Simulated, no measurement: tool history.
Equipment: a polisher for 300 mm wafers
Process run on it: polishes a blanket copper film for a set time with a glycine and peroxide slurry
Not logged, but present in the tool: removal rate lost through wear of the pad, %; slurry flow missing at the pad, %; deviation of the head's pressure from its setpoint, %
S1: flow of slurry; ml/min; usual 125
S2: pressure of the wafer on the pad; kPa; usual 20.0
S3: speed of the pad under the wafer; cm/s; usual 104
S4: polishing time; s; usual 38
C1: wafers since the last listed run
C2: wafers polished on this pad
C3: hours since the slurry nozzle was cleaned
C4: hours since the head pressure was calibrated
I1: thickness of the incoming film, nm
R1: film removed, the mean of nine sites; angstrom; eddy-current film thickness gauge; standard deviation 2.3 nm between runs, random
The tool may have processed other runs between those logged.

{"run": 1, "day": 0.0, "S1": 125, "S2": 20.0, "S3": 104, "S4": 38, "C1": 0, "C2": 3803, "C3": 591.5, "C4": 149.8, "I1": 1166.6, "R1": 1871}
{"day": 1.304, "done": "worn pad replaced by a new one"}
{"run": 2, "day": 2.858, "S1": 125, "S2": 20.0, "S3": 104, "S4": 38, "C1": 952, "C2": 549, "C3": 660.1, "C4": 218.4, "I1": 1179.3, "R1": 1873}
{"run": 3, "day": 5.658, "S1": 125, "S2": 20.0, "S3": 104, "S4": 38, "C1": 990, "C2": 1540, "C3": 727.3, "C4": 285.6, "I1": 1183.9, "R1": 1852}
{"run": 4, "day": 9.504, "S1": 125, "S2": 20.0, "S3": 104, "S4": 38, "C1": 1360, "C2": 2901, "C3": 819.6, "C4": 377.9, "I1": 1144.3, "R1": 1767}
{"day": 10.25, "done": "slurry nozzle cleaned"}
{"run": 5, "day": 11.438, "S1": 125, "S2": 20.0, "S3": 104, "S4": 38, "C1": 669, "C2": 3570, "C3": 28.5, "C4": 424.3, "I1": 1155.1, "R1": 1904}
{"run": 6, "day": 13.508, "S1": 125, "S2": 20.0, "S3": 104, "S4": 48, "C1": 732, "C2": 4303, "C3": 78.2, "C4": 474.0, "I1": 1165.1, "R1": 2450}
{"day": 14.771, "done": "head pressure recalibrated"}
{"day": 15.338, "done": "worn pad replaced by a new one"}
{"run": 7, "day": 17.4, "S1": 125, "S2": 20.0, "S3": 104, "S4": 38, "C1": 1288, "C2": 730, "C3": 171.6, "C4": 63.1, "I1": 1148.0, "R1": 1926}
{"run": 8, "day": 21.867, "S1": 125, "S2": 20.0, "S3": 104, "S4": 38, "C1": 1580, "C2": 2311, "C3": 278.8, "C4": 170.3, "I1": 1157.5, "R1": 1894}
{"run": 9, "day": 23.729, "S1": 125, "S2": 20.0, "S3": 104, "S4": 38, "C1": 659, "C2": 2970, "C3": 323.5, "C4": 215.0, "I1": 1154.9, "R1": 1887}
{"run": 10, "day": 26.496, "S1": 125, "S2": 20.0, "S3": 104, "S4": 38, "C1": 979, "C2": 3949, "C3": 389.9, "C4": 281.4, "I1": 1157.8, "R1": 1886}
{"day": 28.396, "done": "worn pad replaced by a new one"}
{"run": 11, "day": 29.204, "S1": 125, "S2": 20.0, "S3": 104, "S4": 38, "C1": 899, "C2": 286, "C3": 454.9, "C4": 346.4, "I1": 1157.1, "R1": 1909}
{"run": 12, "day": 32.562, "S1": 125, "S2": 20.0, "S3": 104, "S4": 38, "C1": 1188, "C2": 1474, "C3": 535.5, "C4": 427.0, "I1": 1152.9, "R1": 1892}
{"day": 33.108, "done": "head pressure recalibrated"}
{"run": 13, "day": 35.733, "S1": 90, "S2": 15.9, "S3": 104, "S4": 47, "C1": 1092, "C2": 2567, "C3": 611.6, "C4": 63.0, "I1": 1166.1, "R1": 1837}
{"run": 14, "day": 38.608, "S1": 125, "S2": 13.8, "S3": 104, "S4": 48, "C1": 1017, "C2": 3584, "C3": 680.6, "C4": 132.0, "I1": 1153.2, "R1": 1708}
{"day": 41.554, "done": "worn pad replaced by a new one"}
{"run": 15, "day": 41.779, "S1": 125, "S2": 20.0, "S3": 82, "S4": 50, "C1": 1063, "C2": 79, "C3": 756.7, "C4": 208.1, "I1": 1181.1, "R1": 2033}
{"run": 16, "day": 44.442, "S1": 125, "S2": 15.2, "S3": 104, "S4": 46, "C1": 942, "C2": 1021, "C3": 820.6, "C4": 272.0, "I1": 1145.1, "R1": 1798}
{"run": 17, "day": 46.45, "S1": 110, "S2": 20.0, "S3": 104, "S4": 32, "C1": 710, "C2": 1732, "C3": 868.8, "C4": 320.2, "I1": 1162.8, "R1": 1532}
{"day": 49.308, "done": "head pressure recalibrated"}
{"run": 18, "day": 50.862, "S1": 125, "S2": 20.0, "S3": 104, "S4": 38, "C1": 1531, "C2": 3264, "C3": 974.7, "C4": 37.3, "I1": 1156.9, "R1": 1803}
{"day": 52.158, "done": "slurry nozzle cleaned"}
{"run": 19, "day": 52.367, "S1": 85, "S2": 14.5, "S3": 76, "S4": 49, "C1": 517, "C2": 3781, "C3": 5.0, "C4": 73.4, "I1": 1162.6, "R1": 1495}
{"day": 55.0, "done": "worn pad replaced by a new one"}
{"run": 20, "day": 56.025, "S1": 105, "S2": 20.0, "S3": 104, "S4": 38, "C1": 1235, "C2": 362, "C3": 92.8, "C4": 161.2, "I1": 1161.4, "R1": 1939}
{"run": 21, "day": 59.921, "S1": 125, "S2": 22.1, "S3": 74, "S4": 38, "C1": 1378, "C2": 1741, "C3": 186.3, "C4": 254.7, "I1": 1175.6, "R1": 1616}
{"run": 22, "day": 62.858, "S1": 140, "S2": 26.2, "S3": 128, "S4": 28, "C1": 1039, "C2": 2780, "C3": 256.8, "C4": 325.2, "I1": 1163.0, "R1": 2095}
{"run": 23, "day": 64.708, "S1": 85, "S2": 22.8, "S3": 104, "S4": 38, "C1": 654, "C2": 3435, "C3": 301.2, "C4": 369.6, "I1": 1160.6, "R1": 1984}
{"run": 24, "day": 66.925, "S1": 125, "S2": 20.0, "S3": 104, "S4": 38, "C1": 784, "C2": 4220, "C3": 354.4, "C4": 422.8, "I1": 1148.7, "R1": 1879}
{"day": 68.146, "done": "worn pad replaced by a new one"}
{"run": 25, "day": 69.138, "S1": 100, "S2": 26.9, "S3": 104, "S4": 38, "C1": 723, "C2": 351, "C3": 407.5, "C4": 475.9, "I1": 1161.6, "R1": 2414}

Below, each run's measurement less what the same run would have read without the hidden state. Both values contain the same run-to-run variation, but the gauge's scatter may not be the same in both:
run=1 R1=-176
run=2 R1=-130
run=3 R1=-162
run=4 R1=-199
run=5 R1=-95
run=6 R1=-149
run=7 R1=-54
run=8 R1=-98
run=9 R1=-118
run=10 R1=-148
run=11 R1=-79
run=12 R1=-115
run=13 R1=-162
run=14 R1=-166
run=15 R1=-128
run=16 R1=-142
run=17 R1=-149
run=18 R1=-219
run=19 R1=-66
run=20 R1=-24
run=21 R1=-52
run=22 R1=-99
run=23 R1=-124
run=24 R1=-134
run=25 R1=-89

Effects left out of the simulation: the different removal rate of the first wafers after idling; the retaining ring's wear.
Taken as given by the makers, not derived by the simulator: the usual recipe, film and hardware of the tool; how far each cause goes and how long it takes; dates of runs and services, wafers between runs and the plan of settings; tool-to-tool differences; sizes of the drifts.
